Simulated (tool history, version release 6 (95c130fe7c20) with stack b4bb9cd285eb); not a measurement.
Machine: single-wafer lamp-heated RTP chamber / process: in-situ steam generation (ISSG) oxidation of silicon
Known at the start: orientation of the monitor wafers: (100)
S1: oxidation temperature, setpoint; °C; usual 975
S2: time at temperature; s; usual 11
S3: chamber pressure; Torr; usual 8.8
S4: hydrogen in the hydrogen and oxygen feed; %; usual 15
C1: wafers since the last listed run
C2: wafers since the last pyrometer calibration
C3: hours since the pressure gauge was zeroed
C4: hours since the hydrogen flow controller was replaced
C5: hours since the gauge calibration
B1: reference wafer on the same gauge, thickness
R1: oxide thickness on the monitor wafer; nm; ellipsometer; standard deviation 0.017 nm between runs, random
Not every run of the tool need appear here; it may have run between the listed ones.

run	day	S1	S2	S3	S4	C1	C2	C3	C4	C5	B1	R1
1	0	975	11	8.8	15	0	1995	2096.8	3957.2	957.4	3.872	3.753
2	2.538	975	11	8.8	15	737	2732	2157.7	4018.1	1018.3	3.869	3.734
3	5.004	975	11	8.8	15	716	3449	2216.9	4077.3	1077.5	3.872	3.73
4	7.712	975	11	8.8	15	786	4236	2281.9	4142.3	1142.5	3.869	3.689
5	8.804	975	11	8.8	15	317	4553	2308.1	4168.5	1168.7	3.868	3.714
6	9.917	975	13	8.8	15	323	4876	2334.8	4195.2	1195.4	3.872	4.004
# day 11.412: pyrometer window cleaned and pyrometer calibrated
7	12.3	975	13	8.8	15	595	257	2392	4252.4	1252.6	3.871	3.992
8	14.808	975	11	8.8	15	728	986	2452.2	4312.6	1312.8	3.872	3.732
9	16.429	975	11	8.8	15	470	1456	2491.1	4351.5	1351.7	3.87	3.732
10	18.712	985	11	8.8	22	663	2120	2545.9	4406.3	1406.5	3.869	4.188
11	20.15	975	9	8.8	15	417	2537	2580.4	4440.8	1441	3.871	3.439
12	21.462	975	11	8.5	15	381	2919	2611.9	4472.3	1472.5	3.868	3.748
# day 24.317: hydrogen flow controller replaced
13	24.338	975	11	8.5	15	738	3657	2680.9	0.5	1541.5	3.865	3.736
# day 24.85: gauge calibrated
14	26.217	968	11	8.8	15	545	4203	2726	45.6	32.8	3.869	3.673
# day 27.579: pyrometer window cleaned and pyrometer calibrated
15	27.6	975	11	8.8	15	305	5	2759.2	78.8	66	3.872	3.704
16	29.408	975	11	8.8	15	525	530	2802.6	122.2	109.4	3.872	3.727
17	31.458	975	13	8.8	15	595	1126	2851.8	171.4	158.6	3.874	3.99
18	33.638	975	11	8.8	15	633	1759	2904.1	223.7	210.9	3.867	3.743
19	35.558	975	11	8.8	15	558	2317	2950.2	269.8	257	3.87	3.706
20	38.412	975	11	9.5	15	829	3146	3018.7	338.3	325.5	3.872	3.724
21	40.296	959	15	8.8	11	547	3693	3063.9	383.5	370.7	3.867	3.774
# day 41.05: pressure gauge zeroed
22	42.033	989	14	8.8	11	407	4101	23.6	425.2	412.4	3.872	4.007
23	44.146	960	11	7.3	11	613	4715	74.3	475.9	463.1	3.868	3.342
24	46.092	975	9	10.2	15	565	5280	121	522.6	509.8	3.868	3.361
# day 47.25: pyrometer window cleaned and pyrometer calibrated
25	47.988	993	11	8	15	453	214	166.5	568.1	555.3	3.867	3.918
26	49.7	985	12	7.9	12	497	711	207.6	609.2	596.4	3.872	3.783
27	51.362	975	7	7.6	11	482	1194	247.5	649.1	636.3	3.871	2.9
28	53.858	975	14	9.4	20	725	1919	307.4	709	696.2	3.873	4.379
29	55.329	975	11	8.8	15	427	2347	342.7	744.3	731.5	3.871	3.738
30	56.946	989	7	9.4	22	469	2816	381.5	783.1	770.3	3.868	3.522
31	59.221	975	7	8.8	12	660	3477	436.1	837.7	824.9	3.869	2.943
32	61.112	975	11	8.8	24	549	4027	481.5	883.1	870.3	3.872	4.178

Hidden condition of the tool, last listed run before each entry between runs versus first listed run after:
Between runs 6 and 7: pyrometer window cleaned and pyrometer calibrated (day 11.412)
  no difference in the tool's unlogged condition between these two runs
Between runs 12 and 13: hydrogen flow controller replaced (day 24.317)
  no difference in the tool's unlogged condition between these two runs
Between runs 13 and 14: gauge calibrated (day 24.85)
  no difference in the tool's unlogged condition between these two runs
Between runs 14 and 15: pyrometer window cleaned and pyrometer calibrated (day 27.579)
  no difference in the tool's unlogged condition between these two runs
Between runs 21 and 22: pressure gauge zeroed (day 41.05)
  no difference in the tool's unlogged condition between these two runs
Between runs 24 and 25: pyrometer window cleaned and pyrometer calibrated (day 47.25)
  no difference in the tool's unlogged condition between these two runs

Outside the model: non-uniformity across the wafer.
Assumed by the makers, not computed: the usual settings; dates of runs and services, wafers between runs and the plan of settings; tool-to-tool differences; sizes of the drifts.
